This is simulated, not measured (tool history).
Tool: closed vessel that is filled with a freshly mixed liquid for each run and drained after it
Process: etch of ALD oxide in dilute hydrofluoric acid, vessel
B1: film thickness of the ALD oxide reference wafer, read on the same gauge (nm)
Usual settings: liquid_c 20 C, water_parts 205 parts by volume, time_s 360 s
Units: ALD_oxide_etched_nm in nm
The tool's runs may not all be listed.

Run 1, day 0: usual settings; B1 70.04. Result: ALD_oxide_etched_nm 17.21 nm.
Run 2, day 3.521: usual settings; B1 69.95. Result: ALD_oxide_etched_nm 17.43 nm.
Run 3, day 7.471: usual settings; B1 70. Result: ALD_oxide_etched_nm 17.36 nm.
At day 10.642: hydrofluoric acid flow meter replaced.
Run 4, day 16.038: usual settings; B1 70.03. Result: ALD_oxide_etched_nm 17.46 nm.
Run 5, day 19.392: usual settings but water_parts 130 parts by volume, time_s 295 s; B1 70.03. Result: ALD_oxide_etched_nm 24.41 nm.
Run 6, day 20.958: usual settings but time_s 285 s; B1 69.94. Result: ALD_oxide_etched_nm 13.89 nm.
Run 7, day 24.275: usual settings but time_s 285 s; B1 69.99. Result: ALD_oxide_etched_nm 13.94 nm.
Run 8, day 27.183: usual settings but liquid_c 17.5 C; B1 69.96. Result: ALD_oxide_etched_nm 15.91 nm.
Run 9, day 30.454: usual settings but liquid_c 17.5 C; B1 69.98. Result: ALD_oxide_etched_nm 16 nm.
Run 10, day 34.296: usual settings but liquid_c 22 C, time_s 215 s; B1 69.99. Result: ALD_oxide_etched_nm 11.32 nm.
Run 11, day 36.133: usual settings but time_s 430 s; B1 70. Result: ALD_oxide_etched_nm 21.06 nm.
At day 36.725: hydrofluoric acid flow meter replaced.
Run 12, day 40.388: usual settings; B1 69.98. Result: ALD_oxide_etched_nm 17.66 nm.
Run 13, day 42.817: usual settings; B1 70. Result: ALD_oxide_etched_nm 17.69 nm.
Run 14, day 45.317: usual settings but liquid_c 17 C, water_parts 130 parts by volume; B1 70.02. Result: ALD_oxide_etched_nm 26.7 nm.
Run 15, day 47.808: usual settings but liquid_c 17 C, water_parts 130 parts by volume; B1 70. Result: ALD_oxide_etched_nm 26.78 nm.
Run 16, day 52.129: usual settings but liquid_c 17 C, water_parts 130 parts by volume; B1 69.98. Result: ALD_oxide_etched_nm 26.88 nm.
Run 17, day 56.596: usual settings but water_parts 260 parts by volume, time_s 530 s; B1 69.99. Result: ALD_oxide_etched_nm 19.41 nm.
At day 58.325: hydrofluoric acid flow meter replaced.
Run 18, day 59.192: usual settings but water_parts 115 parts by volume; B1 69.98. Result: ALD_oxide_etched_nm 34.9 nm.
Run 19, day 62.596: usual settings; B1 69.99. Result: ALD_oxide_etched_nm 17.74 nm.
At day 63.625: thermometer replaced.
At day 65.167: gauge calibrated.
Run 20, day 66.75: usual settings but liquid_c 23 C, water_parts 270 parts by volume, time_s 190 s; B1 69.96. Result: ALD_oxide_etched_nm 7.58 nm.
Run 21, day 69.212: usual settings but liquid_c 17 C, water_parts 270 parts by volume, time_s 165 s; B1 69.97. Result: ALD_oxide_etched_nm 5.3 nm.
Run 22, day 70.742: usual settings but liquid_c 24 C, time_s 270 s; B1 70.01. Result: ALD_oxide_etched_nm 15.78 nm.
Run 23, day 74.217: usual settings; B1 69.99. Result: ALD_oxide_etched_nm 18.27 nm.
Run 24, day 76.667: usual settings but liquid_c 24.5 C; B1 70. Result: ALD_oxide_etched_nm 21.48 nm.
Run 25, day 79.004: usual settings but liquid_c 22 C, water_parts 300 parts by volume, time_s 460 s; B1 69.98. Result: ALD_oxide_etched_nm 15.55 nm.
At day 80.6: hydrofluoric acid flow meter replaced.
Run 26, day 82.942: usual settings but liquid_c 18 C, water_parts 175 parts by volume; B1 69.98. Result: ALD_oxide_etched_nm 20.44 nm.
Run 27, day 84.933: usual settings but water_parts 140 parts by volume; B1 70.01. Result: ALD_oxide_etched_nm 28.54 nm.
At day 87.846: thermometer replaced, repeated, since the last time left the tool worse.
Run 28, day 88.088: usual settings but liquid_c 18.5 C, water_parts 165 parts by volume, time_s 515 s; B1 70.02. Result: ALD_oxide_etched_nm 30.02 nm.
Run 29, day 90.162: usual settings; B1 70.02. Result: ALD_oxide_etched_nm 17.29 nm.
Run 30, day 92.738: usual settings but liquid_c 24.5 C, water_parts 285 parts by volume, time_s 160 s; B1 70.03. Result: ALD_oxide_etched_nm 6.01 nm.
Run 31, day 97.067: usual settings; B1 69.97. Result: ALD_oxide_etched_nm 17.23 nm.
Run 32, day 100.946: usual settings but water_parts 235 parts by volume; B1 69.96. Result: ALD_oxide_etched_nm 14.6 nm.
At day 105.692: hydrofluoric acid flow meter replaced.
Run 33, day 107.842: usual settings but liquid_c 24.5 C, water_parts 170 parts by volume; B1 69.99. Result: ALD_oxide_etched_nm 25.77 nm.

Forecast each of these 5 alternatives for the next run:
Run A, day 107.871: usual settings; B1 ?. Result: ALD_oxide_etched_nm ?.
Run B, day 107.871: usual settings but liquid_c 17.5 C, water_parts 295 parts by volume; B1 ?. Result: ALD_oxide_etched_nm ?.
Run C, day 107.871: usual settings but liquid_c 17 C, time_s 210 s; B1 ?. Result: ALD_oxide_etched_nm ?.
Run D, day 107.871: usual settings but liquid_c 17 C, water_parts 250 parts by volume, time_s 570 s; B1 ?. Result: ALD_oxide_etched_nm ?.
Run E, day 107.871: usual settings but liquid_c 24.5 C, water_parts 280 parts by volume; B1 ?. Result: ALD_oxide_etched_nm ?.

run     B1  ALD_oxide_etched_nm
  A  69.99                17.27
  B  69.99                10.05
  C  69.99                 8.96
  D  69.99                19.16
  E  69.99                13.84
Without the tool's hidden state the same runs would have given:
run  ALD_oxide_etched_nm
  A                17.13
  B                 9.97
  C                 8.88
  D                   19
  E                13.73
